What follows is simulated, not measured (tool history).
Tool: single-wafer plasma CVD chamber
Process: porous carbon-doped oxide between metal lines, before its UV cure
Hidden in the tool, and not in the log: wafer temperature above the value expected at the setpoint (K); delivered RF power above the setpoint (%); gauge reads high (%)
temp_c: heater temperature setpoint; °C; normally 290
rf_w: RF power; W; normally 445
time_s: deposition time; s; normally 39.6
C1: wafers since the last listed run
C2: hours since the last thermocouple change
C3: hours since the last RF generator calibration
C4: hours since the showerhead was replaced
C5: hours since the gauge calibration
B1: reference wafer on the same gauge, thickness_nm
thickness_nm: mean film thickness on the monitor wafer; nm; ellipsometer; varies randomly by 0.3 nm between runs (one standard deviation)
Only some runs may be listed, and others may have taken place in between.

{"run": 1, "hour": 0.0, "temp_c": 290, "rf_w": 445, "time_s": 39.6, "C1": 0, "C2": 2461.4, "C3": 2542.0, "C4": 2858.3, "C5": 77.9, "B1": 225.433, "thickness_nm": 202.782}
{"run": 2, "hour": 46.4, "temp_c": 290, "rf_w": 445, "time_s": 39.6, "C1": 667, "C2": 2507.8, "C3": 2588.4, "C4": 2904.7, "C5": 124.3, "B1": 225.743, "thickness_nm": 202.459}
{"run": 3, "hour": 56.6, "temp_c": 290, "rf_w": 445, "time_s": 39.6, "C1": 146, "C2": 2518.0, "C3": 2598.6, "C4": 2914.9, "C5": 134.5, "B1": 225.851, "thickness_nm": 202.198}
{"run": 4, "hour": 72.8, "temp_c": 290, "rf_w": 445, "time_s": 33.5, "C1": 233, "C2": 2534.2, "C3": 2614.8, "C4": 2931.1, "C5": 150.7, "B1": 225.754, "thickness_nm": 171.985}
{"run": 5, "hour": 90.6, "temp_c": 290, "rf_w": 445, "time_s": 33.5, "C1": 256, "C2": 2552.0, "C3": 2632.6, "C4": 2948.9, "C5": 168.5, "B1": 225.912, "thickness_nm": 172.324}
{"run": 6, "hour": 107.2, "temp_c": 290, "rf_w": 445, "time_s": 33.5, "C1": 238, "C2": 2568.6, "C3": 2649.2, "C4": 2965.5, "C5": 185.1, "B1": 225.975, "thickness_nm": 172.305}
{"hour": 122.5, "done": "gauge calibrated"}
{"hour": 124.2, "done": "thermocouple changed; heater temperature recalibrated"}
{"hour": 129.8, "done": "showerhead replaced"}
{"run": 7, "hour": 130.3, "temp_c": 290, "rf_w": 445, "time_s": 39.6, "C1": 135, "C2": 6.1, "C3": 2672.3, "C4": 0.5, "C5": 7.8, "B1": 224.418, "thickness_nm": 201.272}
{"run": 8, "hour": 130.8, "temp_c": 290, "rf_w": 445, "time_s": 39.6, "C1": 7, "C2": 6.6, "C3": 2672.8, "C4": 1.0, "C5": 8.3, "B1": 224.235, "thickness_nm": 201.308}
{"run": 9, "hour": 137.7, "temp_c": 295, "rf_w": 380, "time_s": 46.0, "C1": 99, "C2": 13.5, "C3": 2679.7, "C4": 7.9, "C5": 15.2, "B1": 224.545, "thickness_nm": 204.184}
{"hour": 147.0, "done": "RF generator calibrated"}
{"run": 10, "hour": 147.6, "temp_c": 286, "rf_w": 515, "time_s": 36.6, "C1": 27, "C2": 23.4, "C3": 0.6, "C4": 17.8, "C5": 25.1, "B1": 224.704, "thickness_nm": 208.608}
{"run": 11, "hour": 156.9, "temp_c": 290, "rf_w": 445, "time_s": 39.6, "C1": 133, "C2": 32.7, "C3": 9.9, "C4": 27.1, "C5": 34.4, "B1": 224.76, "thickness_nm": 201.506}
{"run": 12, "hour": 166.7, "temp_c": 302, "rf_w": 500, "time_s": 32.3, "C1": 140, "C2": 42.5, "C3": 19.7, "C4": 36.9, "C5": 44.2, "B1": 224.927, "thickness_nm": 163.132}
{"run": 13, "hour": 177.9, "temp_c": 277, "rf_w": 445, "time_s": 46.9, "C1": 161, "C2": 53.7, "C3": 30.9, "C4": 48.1, "C5": 55.4, "B1": 225.12, "thickness_nm": 261.404}
{"run": 14, "hour": 191.5, "temp_c": 290, "rf_w": 415, "time_s": 44.5, "C1": 195, "C2": 67.3, "C3": 44.5, "C4": 61.7, "C5": 69.0, "B1": 225.341, "thickness_nm": 216.919}

Below are 3 alternative next runs, each starting from the tool's condition after run 14. Predict each:
{"run": "A", "hour": 191.9, "temp_c": 290, "rf_w": 445, "time_s": 39.6, "C1": 5, "C2": 67.7, "C3": 44.9, "C4": 62.1, "C5": 69.4, "B1": "?", "thickness_nm": "?"}
{"run": "B", "hour": 191.9, "temp_c": 290, "rf_w": 400, "time_s": 39.6, "C1": 5, "C2": 67.7, "C3": 44.9, "C4": 62.1, "C5": 69.4, "B1": "?", "thickness_nm": "?"}
{"run": "C", "hour": 191.9, "temp_c": 290, "rf_w": 470, "time_s": 39.6, "C1": 5, "C2": 67.7, "C3": 44.9, "C4": 62.1, "C5": 69.4, "B1": "?", "thickness_nm": "?"}

run=A B1=225.349 thickness_nm=202.310
run=B B1=225.349 thickness_nm=189.676
run=C B1=225.349 thickness_nm=208.767
The same runs, with their run-to-run variation unchanged, on a tool lacking any hidden condition would have given:
run=A thickness_nm=201.159
run=B thickness_nm=188.597
run=C thickness_nm=207.579
